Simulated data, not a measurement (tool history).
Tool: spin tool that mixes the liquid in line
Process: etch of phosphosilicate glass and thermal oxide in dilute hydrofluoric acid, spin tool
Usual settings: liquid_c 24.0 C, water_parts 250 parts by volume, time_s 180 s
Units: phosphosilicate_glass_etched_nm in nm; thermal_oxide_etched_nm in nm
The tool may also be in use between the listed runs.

run,hour,liquid_c,water_parts,time_s,wafers since the last listed run,hours since the thermometer was replaced,hours since the hydrofluoric acid flow meter was replaced,hours since the gauge calibration,"read-back film thickness of the phosphosilicate glass reference wafer, read on the same gauge (nm)","read-back film thickness of the thermal oxide reference wafer, read on the same gauge (nm)",phosphosilicate_glass_etched_nm,thermal_oxide_etched_nm
1,0.0,22.5,250,250,0,1698.3,2192.6,413.0,109.99,109.972,70.69,4.258
2,47.1,22.5,250,250,425,1745.4,2239.7,460.1,109.98,109.997,70.75,4.254
3,107.8,22.5,250,250,547,1806.1,2300.4,520.8,110.00,109.992,71.63,4.296
4,143.8,26.0,250,100,324,1842.1,2336.4,556.8,110.00,110.018,32.08,1.955
5,184.3,23.0,250,180,365,1882.6,2376.9,597.3,109.99,110.010,52.70,3.174
# hour 204.8: hydrofluoric acid flow meter replaced
# hour 205.8: thermometer replaced
6,217.0,23.0,250,180,277,11.2,12.2,630.0,110.01,110.013,49.27,2.905
7,268.9,24.0,250,180,468,63.1,64.1,681.9,110.01,110.012,51.65,3.068
8,340.0,24.0,250,180,641,134.2,135.2,753.0,109.96,110.014,51.58,2.928
# hour 358.9: gauge calibrated
9,385.6,24.0,250,180,411,179.8,180.8,26.7,109.99,110.004,51.43,3.056
10,426.4,24.0,250,180,368,220.6,221.6,67.5,110.02,110.010,51.18,3.078
11,454.4,24.0,250,180,252,248.6,249.6,95.5,110.00,110.020,51.40,2.997
12,505.5,21.0,175,135,461,299.7,300.7,146.6,110.01,109.997,52.88,3.202
13,549.8,25.5,135,245,399,344.0,345.0,190.9,110.03,110.026,157.31,9.333
14,589.3,28.5,250,180,356,383.5,384.5,230.4,109.99,110.024,60.50,3.609
15,636.4,24.0,250,70,425,430.6,431.6,277.5,109.99,110.000,19.84,1.202
16,706.1,24.0,250,180,629,500.3,501.3,347.2,110.00,110.021,52.25,3.099
17,739.0,24.0,300,180,296,533.2,534.2,380.1,109.99,110.007,41.10,2.418
18,763.9,19.5,350,105,224,558.1,559.1,405.0,110.02,109.980,16.59,1.007
19,829.2,27.0,175,255,589,623.4,624.4,470.3,109.99,109.993,127.06,7.504
20,891.4,24.0,250,180,561,685.6,686.6,532.5,110.00,110.041,52.13,3.087
21,924.8,21.0,360,180,301,719.0,720.0,565.9,110.03,109.969,29.32,1.756
22,984.7,28.0,290,215,540,778.9,779.9,625.8,109.98,110.026,59.20,3.500
23,1053.8,24.0,250,180,623,848.0,849.0,694.9,110.01,109.974,52.16,3.154
24,1091.5,21.0,250,140,340,885.7,886.7,732.6,110.00,110.011,36.35,2.143
25,1139.0,21.0,215,235,428,933.2,934.2,780.1,110.00,109.987,74.20,4.459
26,1205.3,24.0,250,95,598,999.5,1000.5,846.4,110.03,110.055,27.75,1.626

Forecast each of these 4 alternatives for the next run:
A,1205.8,24.0,250,180,4,1000.0,1001.0,846.9,?,?,?,?
B,1205.8,24.0,130,125,4,1000.0,1001.0,846.9,?,?,?,?
C,1205.8,24.0,150,180,4,1000.0,1001.0,846.9,?,?,?,?
D,1205.8,20.0,215,255,4,1000.0,1001.0,846.9,?,?,?,?

run,"read-back film thickness of the phosphosilicate glass reference wafer, read on the same gauge (nm)","read-back film thickness of the thermal oxide reference wafer, read on the same gauge (nm)",phosphosilicate_glass_etched_nm,thermal_oxide_etched_nm
A,110.00,109.999,53.16,3.107
B,110.00,109.999,81.20,4.746
C,110.00,109.999,98.95,5.784
D,110.00,109.999,78.40,4.582
Without the tool's hidden state the same runs would have given:
run,phosphosilicate_glass_etched_nm,thermal_oxide_etched_nm
A,51.01,2.981
B,77.65,4.538
C,94.69,5.534
D,75.02,4.385

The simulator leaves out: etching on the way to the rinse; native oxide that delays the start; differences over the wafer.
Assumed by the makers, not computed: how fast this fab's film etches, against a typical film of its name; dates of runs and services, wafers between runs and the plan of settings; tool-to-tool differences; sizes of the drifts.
